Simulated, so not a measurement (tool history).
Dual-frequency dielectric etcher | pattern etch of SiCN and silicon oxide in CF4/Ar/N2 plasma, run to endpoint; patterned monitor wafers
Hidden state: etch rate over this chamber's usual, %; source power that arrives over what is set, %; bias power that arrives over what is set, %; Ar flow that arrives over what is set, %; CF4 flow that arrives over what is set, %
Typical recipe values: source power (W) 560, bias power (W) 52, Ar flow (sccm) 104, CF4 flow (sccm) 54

run,hour,source power (W),bias power (W),Ar flow (sccm),CF4 flow (sccm),wafers since the last listed run,hours since the last wet clean,hours since the last source power generator calibration,hours since the last bias power generator calibration,hours since the last Ar flow controller change,hours since the last CF4 flow controller change,hours since the last upper electrode change,"incoming incoming film thickness, nm",endpoint time (s)
1,0.0,560,52,104,54,0,557.5,1362.3,3209.6,2053.5,5410.2,2314.3,12.46,12.8
2,10.3,560,52,104,54,140,567.8,1372.6,3219.9,2063.8,5420.5,2324.6,12.59,12.9
3,20.8,560,52,104,54,143,578.3,1383.1,3230.4,2074.3,5431.0,2335.1,12.57,12.9
4,29.7,560,55,104,54,121,587.2,1392.0,3239.3,2083.2,5439.9,2344.0,12.54,12.7
5,36.1,560,55,104,54,87,593.6,1398.4,3245.7,2089.6,5446.3,2350.4,12.41,12.6
6,46.6,560,55,104,54,143,604.1,1408.9,3256.2,2100.1,5456.8,2360.9,12.45,12.6
7,53.0,560,52,104,54,87,610.5,1415.3,3262.6,2106.5,5463.2,2367.3,12.45,12.8
8,64.3,560,52,120,48,154,621.8,1426.6,3273.9,2117.8,5474.5,2378.6,12.53,13.3
9,79.7,560,52,120,48,210,637.2,1442.0,3289.3,2133.2,5489.9,2394.0,12.52,13.4
10,88.1,560,52,104,54,114,645.6,1450.4,3297.7,2141.6,5498.3,2402.4,12.38,12.8
# hour 99.0: CF4 flow controller replaced
11,104.1,690,52,104,54,136,661.6,1466.4,3313.7,2157.6,5.1,2418.4,12.32,10.4
# hour 124.4: Ar flow controller replaced
# hour 130.0: wet clean of the chamber
# hour 140.1: upper electrode replaced
12,140.6,560,60,127,42,202,10.6,1502.9,3350.2,16.2,41.6,0.5,12.51,12.7
13,154.3,560,52,95,54,187,24.3,1516.6,3363.9,29.9,55.3,14.2,12.47,12.4
14,160.6,560,52,104,54,86,30.6,1522.9,3370.2,36.2,61.6,20.5,12.54,12.5
15,167.1,560,42,104,54,88,37.1,1529.4,3376.7,42.7,68.1,27.0,12.52,13.4
# hour 179.2: bias power generator calibrated
16,179.7,560,56,104,65,117,49.7,1542.0,0.5,55.3,80.7,39.6,12.42,12.0
17,186.2,560,60,104,54,88,56.2,1548.5,7.0,61.8,87.2,46.1,12.55,12.1
18,192.5,560,64,104,54,86,62.5,1554.8,13.3,68.1,93.5,52.4,12.37,11.7
# hour 202.5: source power generator calibrated
19,245.1,470,52,84,67,663,115.1,42.6,65.9,120.7,146.1,105.0,12.52,14.2
20,264.2,560,52,104,54,260,134.2,61.7,85.0,139.8,165.2,124.1,12.44,12.6
21,305.3,660,44,127,64,561,175.3,102.8,126.1,180.9,206.3,165.2,12.43,11.3

What if the next run were any one of these 4? Each begins from the tool's condition after run 21:
A,305.7,560,52,104,54,5,175.7,103.2,126.5,181.3,206.7,165.6,12.58,?
B,305.7,560,52,104,62,5,175.7,103.2,126.5,181.3,206.7,165.6,12.58,?
C,305.7,560,52,91,63,5,175.7,103.2,126.5,181.3,206.7,165.6,12.58,?
D,305.7,450,52,125,45,5,175.7,103.2,126.5,181.3,206.7,165.6,12.58,?

run,endpoint time (s)
A,12.7
B,12.4
C,12.2
D,16.6
Stripped of hidden state, with their random variation kept, the same runs would have yielded:
run,endpoint time (s)
A,12.5
B,12.3
C,12.1
D,16.5
